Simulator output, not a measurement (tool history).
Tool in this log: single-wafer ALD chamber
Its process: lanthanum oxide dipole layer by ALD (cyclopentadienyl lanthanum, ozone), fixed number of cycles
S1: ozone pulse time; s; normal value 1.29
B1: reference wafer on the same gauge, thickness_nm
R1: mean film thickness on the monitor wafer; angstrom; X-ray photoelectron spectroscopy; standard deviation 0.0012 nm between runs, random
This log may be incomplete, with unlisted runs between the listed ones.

run,hour,S1,B1,R1
1,0,1.29,0.446,4.66
2,62.7,1.29,0.446,4.68
3,128.6,1.05,0.446,4.4
4,179.8,1.05,0.446,4.36
5,235.9,1.05,0.446,4.36
6,290.8,1.29,0.446,4.65
7,319,1.29,0.446,4.65
8,376.3,1.29,0.446,4.62
9,403.2,1.29,0.446,4.62
# hour 464.2: ozone generator serviced
10,473.4,1.29,0.446,4.68
# hour 499.5: gauge calibrated
11,530.4,1.29,0.446,4.68
12,598.7,1.29,0.446,4.67
13,627.6,1.29,0.446,4.66
14,667.7,1.11,0.446,4.48
15,732.3,1.29,0.446,4.65
16,798.4,0.83,0.446,3.9
# hour 847.9: showerhead replaced
17,848.4,1.39,0.446,4.73
18,914.3,1.29,0.446,4.62
19,967.4,1.51,0.446,4.77
20,1026.2,0.97,0.446,4.17
# hour 1058.6: ozone generator serviced
# hour 1081.1: thermocouple changed; heater temperature recalibrated
21,1095.8,0.91,0.446,4.17
22,1153.9,1.29,0.446,4.66
23,1182.1,0.78,0.446,3.85
24,1216.9,0.84,0.446,3.99
25,1281.4,1.43,0.446,4.77
26,1329.6,1.29,0.446,4.65
27,1375.5,1.67,0.446,4.88
28,1409.1,1.65,0.446,4.87
29,1600.6,1.44,0.446,4.74
30,1661.9,1.09,0.446,4.36
# hour 1737.4: ozone generator serviced
31,1876.1,1.62,0.446,4.86
32,1926.3,1.52,0.446,4.82
33,1971.6,1.06,0.446,4.39

State the hidden condition of the tool at each of the runs:
wafer temperature above the value expected at the setpoint (K): 0, the same for each run
gauge reads high (%): 0, the same for each run
H1: ozone dose above that of a generator just serviced (%)
run,H1
1,-1.14
2,-1.87
3,-2.63
4,-3.23
5,-3.88
6,-4.51
7,-4.84
8,-5.5
9,-5.81
10,-1.34
11,-2
12,-2.79
13,-3.12
14,-3.59
15,-4.34
16,-5.1
17,-5.68
18,-6.44
19,-7.06
20,-7.74
21,-1.4
22,-2.08
23,-2.4
24,-2.81
25,-3.55
26,-4.11
27,-4.64
28,-5.03
29,-7.25
30,-7.96
31,-2.79
32,-3.37
33,-3.9

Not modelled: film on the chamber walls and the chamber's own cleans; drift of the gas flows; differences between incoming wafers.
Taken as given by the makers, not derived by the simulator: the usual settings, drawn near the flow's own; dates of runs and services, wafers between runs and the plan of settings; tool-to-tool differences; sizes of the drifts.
